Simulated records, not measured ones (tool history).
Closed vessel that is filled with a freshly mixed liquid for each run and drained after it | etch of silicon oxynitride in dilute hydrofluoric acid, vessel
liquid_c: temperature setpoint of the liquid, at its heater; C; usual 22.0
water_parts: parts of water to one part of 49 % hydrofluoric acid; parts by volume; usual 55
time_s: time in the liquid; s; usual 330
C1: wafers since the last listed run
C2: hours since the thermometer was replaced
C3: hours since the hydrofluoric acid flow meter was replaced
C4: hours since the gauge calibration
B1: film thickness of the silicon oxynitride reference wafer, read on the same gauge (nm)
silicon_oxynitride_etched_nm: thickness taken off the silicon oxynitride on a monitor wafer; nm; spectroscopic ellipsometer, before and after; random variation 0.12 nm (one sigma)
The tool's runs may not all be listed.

{"run": 1, "hour": 0.0, "liquid_c": 22.0, "water_parts": 55, "time_s": 330, "C1": 0, "C2": 891.8, "C3": 57.8, "C4": 577.2, "B1": 149.98, "silicon_oxynitride_etched_nm": 18.29}
{"run": 2, "hour": 92.4, "liquid_c": 22.0, "water_parts": 55, "time_s": 330, "C1": 6584, "C2": 984.2, "C3": 150.2, "C4": 669.6, "B1": 149.97, "silicon_oxynitride_etched_nm": 18.27}
{"run": 3, "hour": 135.5, "liquid_c": 22.0, "water_parts": 55, "time_s": 330, "C1": 3071, "C2": 1027.3, "C3": 193.3, "C4": 712.7, "B1": 150.01, "silicon_oxynitride_etched_nm": 18.17}
{"run": 4, "hour": 232.9, "liquid_c": 22.0, "water_parts": 55, "time_s": 330, "C1": 6940, "C2": 1124.7, "C3": 290.7, "C4": 810.1, "B1": 149.99, "silicon_oxynitride_etched_nm": 18.4}
{"hour": 276.3, "done": "thermometer replaced"}
{"run": 5, "hour": 291.6, "liquid_c": 22.0, "water_parts": 55, "time_s": 330, "C1": 4111, "C2": 15.3, "C3": 349.4, "C4": 868.8, "B1": 149.99, "silicon_oxynitride_etched_nm": 18.03}
{"run": 6, "hour": 332.9, "liquid_c": 22.0, "water_parts": 55, "time_s": 330, "C1": 2943, "C2": 56.6, "C3": 390.7, "C4": 910.1, "B1": 149.99, "silicon_oxynitride_etched_nm": 18.01}
{"run": 7, "hour": 375.7, "liquid_c": 22.0, "water_parts": 55, "time_s": 330, "C1": 3049, "C2": 99.4, "C3": 433.5, "C4": 952.9, "B1": 150.0, "silicon_oxynitride_etched_nm": 17.83}
{"run": 8, "hour": 431.0, "liquid_c": 22.0, "water_parts": 55, "time_s": 330, "C1": 3940, "C2": 154.7, "C3": 488.8, "C4": 1008.2, "B1": 149.98, "silicon_oxynitride_etched_nm": 17.82}
{"run": 9, "hour": 480.0, "liquid_c": 22.0, "water_parts": 45, "time_s": 465, "C1": 3491, "C2": 203.7, "C3": 537.8, "C4": 1057.2, "B1": 150.02, "silicon_oxynitride_etched_nm": 31.18}
{"run": 10, "hour": 569.4, "liquid_c": 22.0, "water_parts": 45, "time_s": 465, "C1": 6370, "C2": 293.1, "C3": 627.2, "C4": 1146.6, "B1": 149.99, "silicon_oxynitride_etched_nm": 31.29}
{"run": 11, "hour": 877.1, "liquid_c": 22.0, "water_parts": 45, "time_s": 465, "C1": 21926, "C2": 600.8, "C3": 934.9, "C4": 1454.3, "B1": 150.01, "silicon_oxynitride_etched_nm": 30.88}
{"hour": 893.3, "done": "gauge calibrated"}
{"run": 12, "hour": 952.5, "liquid_c": 22.0, "water_parts": 55, "time_s": 330, "C1": 5372, "C2": 676.2, "C3": 1010.3, "C4": 59.2, "B1": 150.0, "silicon_oxynitride_etched_nm": 17.58}
{"run": 13, "hour": 1009.4, "liquid_c": 22.0, "water_parts": 55, "time_s": 330, "C1": 4054, "C2": 733.1, "C3": 1067.2, "C4": 116.1, "B1": 150.01, "silicon_oxynitride_etched_nm": 17.71}
{"run": 14, "hour": 1106.3, "liquid_c": 22.0, "water_parts": 55, "time_s": 330, "C1": 6905, "C2": 830.0, "C3": 1164.1, "C4": 213.0, "B1": 150.03, "silicon_oxynitride_etched_nm": 17.53}
{"run": 15, "hour": 1164.8, "liquid_c": 22.0, "water_parts": 55, "time_s": 330, "C1": 4168, "C2": 888.5, "C3": 1222.6, "C4": 271.5, "B1": 149.99, "silicon_oxynitride_etched_nm": 17.58}
{"run": 16, "hour": 1206.1, "liquid_c": 22.0, "water_parts": 55, "time_s": 330, "C1": 2943, "C2": 929.8, "C3": 1263.9, "C4": 312.8, "B1": 149.99, "silicon_oxynitride_etched_nm": 17.48}
{"run": 17, "hour": 1279.7, "liquid_c": 22.0, "water_parts": 55, "time_s": 330, "C1": 5244, "C2": 1003.4, "C3": 1337.5, "C4": 386.4, "B1": 150.01, "silicon_oxynitride_etched_nm": 17.19}
{"run": 18, "hour": 1380.1, "liquid_c": 24.0, "water_parts": 55, "time_s": 330, "C1": 7154, "C2": 1103.8, "C3": 1437.9, "C4": 486.8, "B1": 149.99, "silicon_oxynitride_etched_nm": 19.02}
{"run": 19, "hour": 1469.0, "liquid_c": 26.5, "water_parts": 55, "time_s": 330, "C1": 6334, "C2": 1192.7, "C3": 1526.8, "C4": 575.7, "B1": 149.99, "silicon_oxynitride_etched_nm": 21.53}
{"run": 20, "hour": 1544.0, "liquid_c": 20.5, "water_parts": 80, "time_s": 330, "C1": 5344, "C2": 1267.7, "C3": 1601.8, "C4": 650.7, "B1": 150.0, "silicon_oxynitride_etched_nm": 10.84}
{"hour": 1590.6, "done": "thermometer replaced"}
{"run": 21, "hour": 1648.2, "liquid_c": 22.0, "water_parts": 55, "time_s": 330, "C1": 7353, "C2": 57.6, "C3": 1706.0, "C4": 754.9, "B1": 149.99, "silicon_oxynitride_etched_nm": 17.24}
{"run": 22, "hour": 1717.7, "liquid_c": 22.0, "water_parts": 30, "time_s": 220, "C1": 4952, "C2": 127.1, "C3": 1775.5, "C4": 824.4, "B1": 150.02, "silicon_oxynitride_etched_nm": 21.43}
{"run": 23, "hour": 1781.5, "liquid_c": 17.0, "water_parts": 55, "time_s": 505, "C1": 4546, "C2": 190.9, "C3": 1839.3, "C4": 888.2, "B1": 150.02, "silicon_oxynitride_etched_nm": 20.55}
{"hour": 1846.2, "done": "hydrofluoric acid flow meter replaced"}
{"run": 24, "hour": 2061.2, "liquid_c": 27.0, "water_parts": 30, "time_s": 425, "C1": 19860, "C2": 470.6, "C3": 215.0, "C4": 1167.9, "B1": 149.99, "silicon_oxynitride_etched_nm": 55.4}
{"run": 25, "hour": 2120.0, "liquid_c": 22.0, "water_parts": 55, "time_s": 175, "C1": 4190, "C2": 529.4, "C3": 273.8, "C4": 1226.7, "B1": 150.01, "silicon_oxynitride_etched_nm": 9.69}
{"run": 26, "hour": 2220.0, "liquid_c": 22.0, "water_parts": 55, "time_s": 410, "C1": 7125, "C2": 629.4, "C3": 373.8, "C4": 1326.7, "B1": 149.99, "silicon_oxynitride_etched_nm": 22.42}
{"run": 27, "hour": 2261.0, "liquid_c": 18.0, "water_parts": 45, "time_s": 505, "C1": 2921, "C2": 670.4, "C3": 414.8, "C4": 1367.7, "B1": 149.99, "silicon_oxynitride_etched_nm": 27.16}
{"run": 28, "hour": 2327.9, "liquid_c": 19.5, "water_parts": 55, "time_s": 145, "C1": 4767, "C2": 737.3, "C3": 481.7, "C4": 1434.6, "B1": 149.98, "silicon_oxynitride_etched_nm": 6.94}
{"run": 29, "hour": 2397.9, "liquid_c": 26.0, "water_parts": 45, "time_s": 185, "C1": 4988, "C2": 807.3, "C3": 551.7, "C4": 1504.6, "B1": 150.0, "silicon_oxynitride_etched_nm": 15.02}
{"run": 30, "hour": 2453.8, "liquid_c": 22.0, "water_parts": 55, "time_s": 330, "C1": 3983, "C2": 863.2, "C3": 607.6, "C4": 1560.5, "B1": 150.0, "silicon_oxynitride_etched_nm": 17.86}
{"hour": 2480.0, "done": "gauge calibrated"}
{"run": 31, "hour": 2559.8, "liquid_c": 22.0, "water_parts": 55, "time_s": 330, "C1": 7553, "C2": 969.2, "C3": 713.6, "C4": 79.8, "B1": 149.98, "silicon_oxynitride_etched_nm": 17.7}
{"run": 32, "hour": 2606.8, "liquid_c": 22.0, "water_parts": 30, "time_s": 220, "C1": 3349, "C2": 1016.2, "C3": 760.6, "C4": 126.8, "B1": 149.99, "silicon_oxynitride_etched_nm": 21.96}
{"run": 33, "hour": 2702.3, "liquid_c": 22.0, "water_parts": 25, "time_s": 330, "C1": 6805, "C2": 1111.7, "C3": 856.1, "C4": 222.3, "B1": 150.02, "silicon_oxynitride_etched_nm": 39.39}
{"hour": 2750.9, "done": "thermometer replaced"}
{"run": 34, "hour": 2801.8, "liquid_c": 22.0, "water_parts": 55, "time_s": 330, "C1": 7019, "C2": 50.9, "C3": 955.6, "C4": 321.8, "B1": 150.01, "silicon_oxynitride_etched_nm": 17.47}

Measured less the same run without the tool's hidden state. The same run-to-run variation is in both; the gauge's scatter may not be:
The hidden state here: liquid hotter than its thermometer reads (K); hydrofluoric acid flow below the setpoint (%); gauge reads high (%).
run=1 silicon_oxynitride_etched_nm=-0.07
run=2 silicon_oxynitride_etched_nm=-0.13
run=3 silicon_oxynitride_etched_nm=-0.16
run=4 silicon_oxynitride_etched_nm=-0.23
run=5 silicon_oxynitride_etched_nm=-0.26
run=6 silicon_oxynitride_etched_nm=-0.29
run=7 silicon_oxynitride_etched_nm=-0.31
run=8 silicon_oxynitride_etched_nm=-0.35
run=9 silicon_oxynitride_etched_nm=-0.65
run=10 silicon_oxynitride_etched_nm=-0.77
run=11 silicon_oxynitride_etched_nm=-1.12
run=12 silicon_oxynitride_etched_nm=-0.69
run=13 silicon_oxynitride_etched_nm=-0.74
run=14 silicon_oxynitride_etched_nm=-0.79
run=15 silicon_oxynitride_etched_nm=-0.83
run=16 silicon_oxynitride_etched_nm=-0.86
run=17 silicon_oxynitride_etched_nm=-0.89
run=18 silicon_oxynitride_etched_nm=-1.07
run=19 silicon_oxynitride_etched_nm=-1.29
run=20 silicon_oxynitride_etched_nm=-0.69
run=21 silicon_oxynitride_etched_nm=-1.15
run=22 silicon_oxynitride_etched_nm=-1.45
run=23 silicon_oxynitride_etched_nm=-1.47
run=24 silicon_oxynitride_etched_nm=-0.81
run=25 silicon_oxynitride_etched_nm=-0.17
run=26 silicon_oxynitride_etched_nm=-0.47
run=27 silicon_oxynitride_etched_nm=-0.59
run=28 silicon_oxynitride_etched_nm=-0.17
run=29 silicon_oxynitride_etched_nm=-0.41
run=30 silicon_oxynitride_etched_nm=-0.53
run=31 silicon_oxynitride_etched_nm=-0.60
run=32 silicon_oxynitride_etched_nm=-0.76
run=33 silicon_oxynitride_etched_nm=-1.50
run=34 silicon_oxynitride_etched_nm=-0.75
